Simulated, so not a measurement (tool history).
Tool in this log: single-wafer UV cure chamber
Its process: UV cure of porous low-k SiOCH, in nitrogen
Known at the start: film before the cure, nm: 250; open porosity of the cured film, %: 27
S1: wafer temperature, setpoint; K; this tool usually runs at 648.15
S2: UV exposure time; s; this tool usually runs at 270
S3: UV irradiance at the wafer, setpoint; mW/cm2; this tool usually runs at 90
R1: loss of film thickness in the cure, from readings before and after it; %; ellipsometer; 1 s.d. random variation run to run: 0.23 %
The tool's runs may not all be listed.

run	hour	S1	S2	S3	R1
1	0.0	648.15	270	90	12.211
2	14.1	648.15	270	90	11.895
3	42.3	648.15	270	90	12.142
4	72.4	637.15	270	90	11.741
5	102.0	648.15	270	90	12.129
6	133.2	648.15	270	90	12.195
7	166.5	648.15	270	90	12.162
# hour 200.2: quartz window cleaned
8	200.7	648.15	270	90	12.031
9	218.0	648.15	270	90	12.068
10	249.4	648.15	180	102	10.476
11	276.7	648.15	180	102	10.822
12	308.6	641.15	270	75	10.880
13	321.0	641.15	270	75	10.937
14	346.9	648.15	270	82	11.773
15	381.6	648.15	270	82	11.334
16	397.9	661.15	270	90	12.195
17	428.2	648.15	270	90	11.748
# hour 438.2: quartz window cleaned
18	463.1	639.15	270	115	13.274
19	484.3	639.15	270	115	12.933
20	505.8	648.15	395	90	14.240
# hour 516.0: UV bulbs replaced
21	536.8	648.15	395	90	16.320
22	567.0	648.15	395	90	16.653
23	591.2	660.15	365	90	16.141
24	606.2	648.15	270	90	14.106
25	625.8	640.15	135	90	10.408
26	644.1	648.15	270	64	12.459
27	670.5	648.15	270	90	13.868
28	684.9	648.15	270	90	14.155
# hour 699.5: quartz window cleaned
29	700.0	653.15	115	90	9.799
30	725.1	648.15	375	66	13.925
31	757.4	648.15	270	90	14.030
32	844.2	656.15	420	63	14.348
33	874.2	648.15	270	90	13.607
34	897.1	648.15	270	90	13.605
# hour 918.0: quartz window cleaned
35	932.2	636.15	225	113	13.412
36	961.1	663.15	150	117	12.454
37	976.0	656.15	270	55	11.263
38	1008.1	648.15	270	90	13.740
39	1040.4	648.15	135	90	9.717
40	1053.9	648.15	270	90	13.542
41	1083.8	631.15	270	109	14.132
42	1112.8	656.15	270	90	13.223
43	1132.6	648.15	270	90	12.957
# hour 1151.2: quartz window cleaned
44	1151.7	642.15	115	90	8.470

5 ways to go on from here, each from the tool as it stands after run 44. What would each give?
A	1152.1	648.15	270	90	?
B	1152.1	655.15	370	90	?
C	1152.1	629.15	345	77	?
D	1152.1	667.15	115	90	?
E	1152.1	634.15	320	71	?

run	R1
A	13.339
B	15.180
C	13.381
D	9.385
E	12.677
Without the tool's unlogged condition, the same runs would have read:
run	R1
A	14.539
B	16.419
C	14.582
D	10.506
E	13.862
